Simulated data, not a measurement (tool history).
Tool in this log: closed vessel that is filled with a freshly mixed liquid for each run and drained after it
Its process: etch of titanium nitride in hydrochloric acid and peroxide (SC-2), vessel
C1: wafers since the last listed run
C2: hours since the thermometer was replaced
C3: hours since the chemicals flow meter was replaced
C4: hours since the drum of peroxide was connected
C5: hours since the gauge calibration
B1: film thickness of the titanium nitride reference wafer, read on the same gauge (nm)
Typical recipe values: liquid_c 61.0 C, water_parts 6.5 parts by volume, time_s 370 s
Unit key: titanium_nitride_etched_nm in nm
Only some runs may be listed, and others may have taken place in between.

{"run": 1, "hour": 0.0, "liquid_c": 61.0, "water_parts": 6.5, "time_s": 370, "C1": 0, "C2": 593.0, "C3": 454.4, "C4": 251.6, "C5": 619.4, "B1": 109.98, "titanium_nitride_etched_nm": 26.41}
{"run": 2, "hour": 63.0, "liquid_c": 61.0, "water_parts": 6.5, "time_s": 370, "C1": 3697, "C2": 656.0, "C3": 517.4, "C4": 314.6, "C5": 682.4, "B1": 109.99, "titanium_nitride_etched_nm": 26.29}
{"hour": 65.3, "done": "chemicals flow meter replaced"}
{"run": 3, "hour": 136.6, "liquid_c": 61.0, "water_parts": 6.5, "time_s": 370, "C1": 4260, "C2": 729.6, "C3": 71.3, "C4": 388.2, "C5": 756.0, "B1": 109.99, "titanium_nitride_etched_nm": 26.11}
{"run": 4, "hour": 184.3, "liquid_c": 61.0, "water_parts": 6.5, "time_s": 370, "C1": 2799, "C2": 777.3, "C3": 119.0, "C4": 435.9, "C5": 803.7, "B1": 110.02, "titanium_nitride_etched_nm": 25.83}
{"run": 5, "hour": 237.6, "liquid_c": 61.0, "water_parts": 6.5, "time_s": 370, "C1": 3127, "C2": 830.6, "C3": 172.3, "C4": 489.2, "C5": 857.0, "B1": 109.99, "titanium_nitride_etched_nm": 25.74}
{"run": 6, "hour": 308.4, "liquid_c": 61.0, "water_parts": 6.5, "time_s": 370, "C1": 4154, "C2": 901.4, "C3": 243.1, "C4": 560.0, "C5": 927.8, "B1": 109.97, "titanium_nitride_etched_nm": 25.93}
{"run": 7, "hour": 359.9, "liquid_c": 61.0, "water_parts": 6.5, "time_s": 370, "C1": 3022, "C2": 952.9, "C3": 294.6, "C4": 611.5, "C5": 979.3, "B1": 109.98, "titanium_nitride_etched_nm": 25.69}
{"run": 8, "hour": 462.5, "liquid_c": 61.0, "water_parts": 8.0, "time_s": 370, "C1": 6021, "C2": 1055.5, "C3": 397.2, "C4": 714.1, "C5": 1081.9, "B1": 109.97, "titanium_nitride_etched_nm": 21.67}
{"run": 9, "hour": 512.6, "liquid_c": 61.0, "water_parts": 6.5, "time_s": 370, "C1": 2940, "C2": 1105.6, "C3": 447.3, "C4": 764.2, "C5": 1132.0, "B1": 109.99, "titanium_nitride_etched_nm": 25.31}
{"hour": 518.6, "done": "thermometer replaced"}
{"run": 10, "hour": 553.6, "liquid_c": 61.0, "water_parts": 6.5, "time_s": 370, "C1": 2347, "C2": 35.0, "C3": 488.3, "C4": 805.2, "C5": 1173.0, "B1": 110.03, "titanium_nitride_etched_nm": 25.4}
{"run": 11, "hour": 604.8, "liquid_c": 57.0, "water_parts": 6.5, "time_s": 460, "C1": 3004, "C2": 86.2, "C3": 539.5, "C4": 856.4, "C5": 1224.2, "B1": 109.97, "titanium_nitride_etched_nm": 24.5}
{"hour": 621.1, "done": "chemicals flow meter replaced"}
{"run": 12, "hour": 644.1, "liquid_c": 61.0, "water_parts": 7.5, "time_s": 490, "C1": 2247, "C2": 125.5, "C3": 23.0, "C4": 895.7, "C5": 1263.5, "B1": 110.0, "titanium_nitride_etched_nm": 29.98}
{"run": 13, "hour": 672.3, "liquid_c": 61.0, "water_parts": 6.5, "time_s": 370, "C1": 1654, "C2": 153.7, "C3": 51.2, "C4": 923.9, "C5": 1291.7, "B1": 110.02, "titanium_nitride_etched_nm": 25.15}
{"hour": 690.8, "done": "gauge calibrated"}
{"run": 14, "hour": 712.8, "liquid_c": 66.5, "water_parts": 4.5, "time_s": 175, "C1": 2376, "C2": 194.2, "C3": 91.7, "C4": 964.4, "C5": 22.0, "B1": 110.05, "titanium_nitride_etched_nm": 21.73}
{"run": 15, "hour": 760.5, "liquid_c": 70.5, "water_parts": 6.5, "time_s": 425, "C1": 2799, "C2": 241.9, "C3": 139.4, "C4": 1012.1, "C5": 69.7, "B1": 109.98, "titanium_nitride_etched_nm": 51.4}
{"run": 16, "hour": 805.1, "liquid_c": 61.0, "water_parts": 6.5, "time_s": 370, "C1": 2617, "C2": 286.5, "C3": 184.0, "C4": 1056.7, "C5": 114.3, "B1": 110.0, "titanium_nitride_etched_nm": 25.24}
{"hour": 861.0, "done": "new drum of peroxide connected"}
{"run": 17, "hour": 869.4, "liquid_c": 57.5, "water_parts": 6.5, "time_s": 310, "C1": 3714, "C2": 350.8, "C3": 248.3, "C4": 8.4, "C5": 178.6, "B1": 109.99, "titanium_nitride_etched_nm": 17.8}
{"run": 18, "hour": 925.7, "liquid_c": 61.0, "water_parts": 6.5, "time_s": 370, "C1": 3304, "C2": 407.1, "C3": 304.6, "C4": 64.7, "C5": 234.9, "B1": 109.97, "titanium_nitride_etched_nm": 26.7}
{"run": 19, "hour": 965.3, "liquid_c": 61.0, "water_parts": 6.5, "time_s": 370, "C1": 2323, "C2": 446.7, "C3": 344.2, "C4": 104.3, "C5": 274.5, "B1": 110.02, "titanium_nitride_etched_nm": 26.64}
{"run": 20, "hour": 1022.3, "liquid_c": 61.0, "water_parts": 9.0, "time_s": 490, "C1": 3345, "C2": 503.7, "C3": 401.2, "C4": 161.3, "C5": 331.5, "B1": 109.99, "titanium_nitride_etched_nm": 27.12}

Estimate the outcome of run 21 from the log above:
{"run": 21, "hour": 1064.0, "liquid_c": 61.0, "water_parts": 7.5, "time_s": 215, "C1": 2447, "C2": 545.4, "C3": 442.9, "C4": 203.0, "C5": 373.2, "B1": "?", "titanium_nitride_etched_nm": "?"}

B1: 110.00
titanium_nitride_etched_nm: 13.72 nm
With no hidden state in the tool, this same run would have given titanium_nitride_etched_nm 13.93 nm.
